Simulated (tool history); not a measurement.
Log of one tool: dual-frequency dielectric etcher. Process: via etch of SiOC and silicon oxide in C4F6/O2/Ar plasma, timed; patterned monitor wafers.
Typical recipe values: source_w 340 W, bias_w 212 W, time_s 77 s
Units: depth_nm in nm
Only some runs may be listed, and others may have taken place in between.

run	day	source_w	bias_w	time_s	wafers since the last listed run	hours since the last wet clean	hours since the last source power generator calibration	hours since the last bias power generator calibration	hours since the last upper electrode change	hours since the gauge calibration	read-back reference wafer on the same gauge, depth_nm	depth_nm
1	0	340	212	77	0	292.4	2108	1785.1	4491.5	1287	82.6	86
2	2.267	340	212	77	419	346.8	2162.4	1839.5	4545.9	1341.4	82.5	86.5
# day 3.196: gauge calibrated
# day 4.904: wet clean of the chamber
3	5.067	340	212	77	332	3.9	2229.6	1906.7	4613.1	44.9	82.6	86.3
4	6.658	340	212	77	294	42.1	2267.8	1944.9	4651.3	83.1	82.5	85.9
5	8.975	340	212	77	428	97.7	2323.4	2000.5	4706.9	138.7	82.5	86.6
6	12.788	340	212	77	705	189.2	2414.9	2092	4798.4	230.2	82.6	86.8
7	16.758	340	212	77	734	284.5	2510.2	2187.3	4893.7	325.5	82.6	86.4
8	19.604	340	212	77	526	352.8	2578.5	2255.6	4962	393.8	82.5	86.6
# day 23.525: wet clean of the chamber
9	30.95	390	212	77	1913	178.2	2850.8	2527.9	5234.3	666.1	82.6	94.5
# day 33.621: upper electrode replaced
10	33.642	340	212	77	312	242.8	2915.4	2592.5	0.5	730.7	82.6	86.3
11	34.783	340	212	77	211	270.2	2942.8	2619.9	27.9	758.1	82.6	86.8
12	37.083	340	212	77	425	325.4	2998	2675.1	83.1	813.3	82.7	87
# day 40.446: wet clean of the chamber
13	40.467	340	212	77	440	0.5	3079.2	2756.3	164.3	894.5	82.5	86.7
# day 40.638: bias power generator calibrated
14	41.254	340	212	69	114	19.4	3098.1	14.8	183.2	913.4	82.6	77.9
15	44.433	340	212	77	587	95.7	3174.4	91.1	259.5	989.7	82.6	87.8
# day 48.033: source power generator calibrated
16	48.196	340	212	70.5	664	186	3.9	181.4	349.8	1080	82.5	77.8
17	52.042	360	165	99	711	278.3	96.2	273.7	442.1	1172.3	82.6	103.2
18	54.296	340	212	77	416	332.4	150.3	327.8	496.2	1226.4	82.6	85
19	57.592	340	212	77	609	411.5	229.4	406.9	575.3	1305.5	82.7	85.1
# day 58.742: wet clean of the chamber
20	61.138	340	212	54.5	470	57.5	314.5	492	660.4	1390.6	82.7	60.1
21	65.625	340	212	77	829	165.2	422.2	599.7	768.1	1498.3	82.6	85
22	67.629	340	212	57	370	213.3	470.3	647.8	816.2	1546.4	82.7	63.1
# day 68.6: gauge calibrated
23	69.771	340	212	64	396	264.7	521.7	699.2	867.6	28.1	82.5	70.7
24	72.35	300	212	97.5	476	326.6	583.6	761.1	929.5	90	82.6	99.2
25	75.783	340	212	77	634	409	666	843.5	1011.9	172.4	82.6	85.2
26	78.712	340	228	95	541	479.3	736.3	913.8	1082.2	242.7	82.6	108.2
# day 80.012: wet clean of the chamber
27	81.046	290	212	77	246	24.8	792.3	969.8	1138.2	298.7	82.6	77.4
28	83.225	400	248	93	402	77.1	844.6	1022.1	1190.5	351	82.6	120
29	87.179	340	212	98	731	172	939.5	1117	1285.4	445.9	82.6	108.3
30	89.958	340	212	77	513	238.7	1006.2	1183.7	1352.1	512.6	82.7	85.4

3 options for the next run, each taken on its own from the tool as it stands now. Forecast them:
A	89.975	340	212	77	3	239.1	1006.6	1184.1	1352.5	513	?	?
B	89.975	340	183	90	3	239.1	1006.6	1184.1	1352.5	513	?	?
C	89.975	290	244	59	3	239.1	1006.6	1184.1	1352.5	513	?	?

run	read-back reference wafer on the same gauge, depth_nm	depth_nm
A	82.6	85.3
B	82.6	94.6
C	82.6	62.2
Without the tool's hidden state the same runs would have given:
run	depth_nm
A	85.2
B	94.4
C	62.1
